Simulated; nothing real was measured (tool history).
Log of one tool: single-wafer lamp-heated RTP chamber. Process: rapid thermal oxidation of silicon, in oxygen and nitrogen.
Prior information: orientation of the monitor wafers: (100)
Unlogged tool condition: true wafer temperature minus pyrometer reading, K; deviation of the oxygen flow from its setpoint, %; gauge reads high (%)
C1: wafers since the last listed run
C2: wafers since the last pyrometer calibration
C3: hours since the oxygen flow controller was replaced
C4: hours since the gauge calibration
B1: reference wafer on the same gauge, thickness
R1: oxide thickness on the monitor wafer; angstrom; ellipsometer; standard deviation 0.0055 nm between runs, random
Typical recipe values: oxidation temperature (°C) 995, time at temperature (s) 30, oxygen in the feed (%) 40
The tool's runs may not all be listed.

Run 1, day 0: usual settings; C1 0; C2 1673; C3 2217.9; C4 209.7; B1 3.011. Result: R1 37.1 angstrom.
Run 2, day 1.046: usual settings but time at temperature (s) 25, oxygen in the feed (%) 29; C1 184; C2 1857; C3 2243; C4 234.8; B1 3.009. Result: R1 32.54 angstrom.
Run 3, day 1.821: usual settings but time at temperature (s) 25, oxygen in the feed (%) 29; C1 136; C2 1993; C3 2261.6; C4 253.4; B1 3.009. Result: R1 32.58 angstrom.
Run 4, day 2.467: usual settings but time at temperature (s) 25, oxygen in the feed (%) 29; C1 113; C2 2107; C3 2277.1; C4 268.9; B1 3.01. Result: R1 32.59 angstrom.
Run 5, day 3.321: usual settings but oxidation temperature (°C) 1010; C1 150; C2 2257; C3 2297.6; C4 289.4; B1 3.01. Result: R1 40.57 angstrom.
Run 6, day 4.567: usual settings; C1 219; C2 2477; C3 2327.5; C4 319.3; B1 3.01. Result: R1 37.18 angstrom.
Run 7, day 6.817: usual settings but time at temperature (s) 26; C1 395; C2 2873; C3 2381.5; C4 373.3; B1 3.011. Result: R1 35.57 angstrom.
Run 8, day 7.325: usual settings; C1 89; C2 2962; C3 2393.7; C4 385.5; B1 3.01. Result: R1 37.27 angstrom.
Run 9, day 8.633: usual settings; C1 230; C2 3192; C3 2425.1; C4 416.9; B1 3.011. Result: R1 37.39 angstrom.
Run 10, day 9.933: usual settings; C1 228; C2 3421; C3 2456.3; C4 448.1; B1 3.011. Result: R1 37.28 angstrom.
Run 11, day 11.029: usual settings but oxidation temperature (°C) 1006; C1 192; C2 3614; C3 2482.6; C4 474.4; B1 3.011. Result: R1 39.76 angstrom.
Run 12, day 11.796: usual settings but oxidation temperature (°C) 1006; C1 134; C2 3749; C3 2501; C4 492.8; B1 3.01. Result: R1 39.87 angstrom.
Run 13, day 12.962: usual settings but oxidation temperature (°C) 1006; C1 205; C2 3954; C3 2529; C4 520.8; B1 3.01. Result: R1 39.81 angstrom.
Run 14, day 13.979: usual settings; C1 178; C2 4133; C3 2553.4; C4 545.2; B1 3.01. Result: R1 37.37 angstrom.
Run 15, day 15.192: usual settings; C1 213; C2 4346; C3 2582.5; C4 574.3; B1 3.011. Result: R1 37.36 angstrom.
Run 16, day 15.967: usual settings; C1 136; C2 4483; C3 2601.1; C4 592.9; B1 3.01. Result: R1 37.4 angstrom.
Run 17, day 16.642: usual settings but oxidation temperature (°C) 1021, time at temperature (s) 35, oxygen in the feed (%) 31; C1 118; C2 4602; C3 2617.3; C4 609.1; B1 3.012. Result: R1 42.88 angstrom.
Run 18, day 17.704: usual settings but oxidation temperature (°C) 1005, time at temperature (s) 34; C1 186; C2 4789; C3 2642.8; C4 634.6; B1 3.011. Result: R1 41.55 angstrom.
Run 19, day 18.575: usual settings; C1 153; C2 4942; C3 2663.7; C4 655.5; B1 3.011. Result: R1 37.37 angstrom.
Run 20, day 20.046: usual settings but oxidation temperature (°C) 1013, oxygen in the feed (%) 17; C1 258; C2 5201; C3 2699; C4 690.8; B1 3.01. Result: R1 33.37 angstrom.
Run 21, day 20.588: usual settings; C1 95; C2 5296; C3 2712; C4 703.8; B1 3.009. Result: R1 37.5 angstrom.
At day 21.612: gauge calibrated.
Run 22, day 21.975: usual settings but oxidation temperature (°C) 1006; C1 244; C2 5540; C3 2745.3; C4 8.7; B1 3.01. Result: R1 39.9 angstrom.
Run 23, day 23.046: usual settings; C1 188; C2 5729; C3 2771; C4 34.4; B1 3.01. Result: R1 37.35 angstrom.
Run 24, day 24.258: usual settings but oxidation temperature (°C) 1025, time at temperature (s) 18, oxygen in the feed (%) 19; C1 213; C2 5942; C3 2800.1; C4 63.5; B1 3.01. Result: R1 31.21 angstrom.
At day 24.783: pyrometer window cleaned and pyrometer calibrated.
At day 26.788: oxygen flow controller replaced.
Run 25, day 27.917: usual settings but oxidation temperature (°C) 1022, time at temperature (s) 21, oxygen in the feed (%) 20; C1 526; C2 492; C3 27.1; C4 151.3; B1 3.01. Result: R1 32.18 angstrom.
Run 26, day 28.688: usual settings; C1 135; C2 628; C3 45.6; C4 169.8; B1 3.01. Result: R1 36.91 angstrom.
Run 27, day 29.704: usual settings but oxidation temperature (°C) 1010, time at temperature (s) 15, oxygen in the feed (%) 69; C1 178; C2 807; C3 70; C4 194.2; B1 3.01. Result: R1 36.85 angstrom.
Run 28, day 30.233: usual settings; C1 93; C2 900; C3 82.7; C4 206.9; B1 3.01. Result: R1 36.94 angstrom.
Run 29, day 31.154: usual settings but oxidation temperature (°C) 968, time at temperature (s) 37, oxygen in the feed (%) 61; C1 162; C2 1062; C3 104.8; C4 229; B1 3.01. Result: R1 38.02 angstrom.
Run 30, day 32.221: usual settings but oxidation temperature (°C) 986, time at temperature (s) 39, oxygen in the feed (%) 17; C1 187; C2 1250; C3 130.4; C4 254.6; B1 3.011. Result: R1 31.83 angstrom.
Run 31, day 32.971: usual settings but oxygen in the feed (%) 65; C1 131; C2 1382; C3 148.4; C4 272.6; B1 3.012. Result: R1 42.45 angstrom.
Run 32, day 34.571: usual settings but oxidation temperature (°C) 1006, time at temperature (s) 36, oxygen in the feed (%) 31; C1 281; C2 1663; C3 186.8; C4 311; B1 3.01. Result: R1 39.34 angstrom.

How the hidden state differs across the entries between the runs, from the last listed run before each to the first after it:
Logged between run 21 and run 22: gauge calibrated (day 21.612)
  true wafer temperature minus pyrometer reading, K: 3.09 -> 3.12
  difference, measured minus the result without the unlogged condition, R1: +0.64 -> +0.72 angstrom
Logged between run 24 and run 25: pyrometer window cleaned and pyrometer calibrated (day 24.783); oxygen flow controller replaced (day 26.788)
  true wafer temperature minus pyrometer reading, K: 3.15 -> 0.713
  difference, measured minus the result without the unlogged condition, R1: +0.4 -> +0.1 angstrom

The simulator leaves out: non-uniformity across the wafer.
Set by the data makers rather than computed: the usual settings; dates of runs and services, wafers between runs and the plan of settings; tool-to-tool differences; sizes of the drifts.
